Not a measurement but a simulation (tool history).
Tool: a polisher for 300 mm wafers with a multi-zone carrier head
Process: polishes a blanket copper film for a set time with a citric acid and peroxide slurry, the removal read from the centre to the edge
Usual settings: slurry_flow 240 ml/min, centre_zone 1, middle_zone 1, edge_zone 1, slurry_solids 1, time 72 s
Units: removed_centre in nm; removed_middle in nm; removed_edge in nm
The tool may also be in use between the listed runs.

run    hour  slurry_flow  centre_zone  middle_zone  edge_zone  slurry_solids  time  incoming thickness of the incoming film, nm  removed_centre  removed_middle  removed_edge
  1       0          240            1            1          1              1    72                                        647.8           209.2           219.7           218
       39.1  -- edge zone pressure recalibrated
  2    57.6          240            1            1          1              1    72                                        641.8           215.1           216.4         217.4
       74.4  -- slurry nozzle cleaned
  3   126.9          240            1            1          1              1    72                                        639.1           226.4           221.1         222.2
      182.4  -- worn pad replaced by a new one
  4     185          240            1            1          1              1    72                                        636.2           227.2           222.9         224.1
  5   210.6          240            1         1.04       1.04              1    72                                          638           231.7           228.1         226.8
  6   254.7          240            1         1.04       1.04              1    72                                        631.9           229.3           231.6         227.6
  7   307.3          240            1            1          1              1    72                                        640.6           239.2           224.6         226.5
  8   359.3          240            1            1          1              1    72                                          636           232.3           226.6         221.7
  9   413.7          240            1            1          1              1    72                                        638.9           237.9           227.8         221.8
      441.5  -- worn pad replaced by a new one
 10     442          240            1            1          1              1    72                                        651.1           230.9           224.1         220.5
      518.5  -- centre zone pressure recalibrated
      553.2  -- carrier head's membrane replaced by a new one
 11   570.5          200            1            1       1.11              1    72                                        642.4           213.7           214.6         229.8
      601.8  -- edge zone pressure recalibrated
 12   642.2          285         1.12         1.08          1              1    87                                        645.8           306.6           285.4         269.4
        658  -- worn pad replaced by a new one
 13   688.5          240            1            1          1           1.15    72                                        640.6           226.9           220.9         223.6
 14   728.4          240            1            1          1              1    72                                        637.7           214.5             220         218.3
 15   795.5          205            1         1.05          1            1.3    93                                        651.2             299           290.2         284.9
      839.3  -- slurry nozzle cleaned
      858.2  -- worn pad replaced by a new one
 16   863.6          200         0.96          1.1          1              1    93                                        631.8           274.9           299.9         281.9
 17   905.5          240         0.89            1          1              1    72                                        648.6           212.1           223.7         221.3
 18   942.3          285            1            1          1              1    72                                        639.7           246.4           229.2         224.5
 19   988.1          240            1            1          1              1    72                                        635.6           237.5           223.4         221.2
     1066.5  -- centre zone pressure recalibrated
     1092.4  -- edge zone pressure recalibrated
     1113.7  -- worn pad replaced by a new one
 20  1128.4          240            1            1          1              1    72                                        633.1           223.2           225.5         220.2

Forecast each of these 4 alternatives for the next run:
  A  1128.8          240            1          1.1          1              1    72                                        645.8               ?               ?             ?
  B  1128.8          265            1         0.92          1              1    72                                        645.8               ?               ?             ?
  C  1128.8          240            1         1.11       1.06            0.9    93                                        645.8               ?               ?             ?
  D  1128.8          195            1         0.92          1              1    72                                        645.8               ?               ?             ?

run  removed_centre  removed_middle  removed_edge
  A           225.9           241.5         221.7
  B             229           214.8         224.4
  C           288.3           310.2         291.2
  D           217.4             205         216.8
Without the tool's hidden state the same runs would have given:
run  removed_centre  removed_middle  removed_edge
  A           222.5           243.6         223.2
  B           225.4           216.6         225.8
  C             284             313         293.1
  D           214.7           207.4         218.5
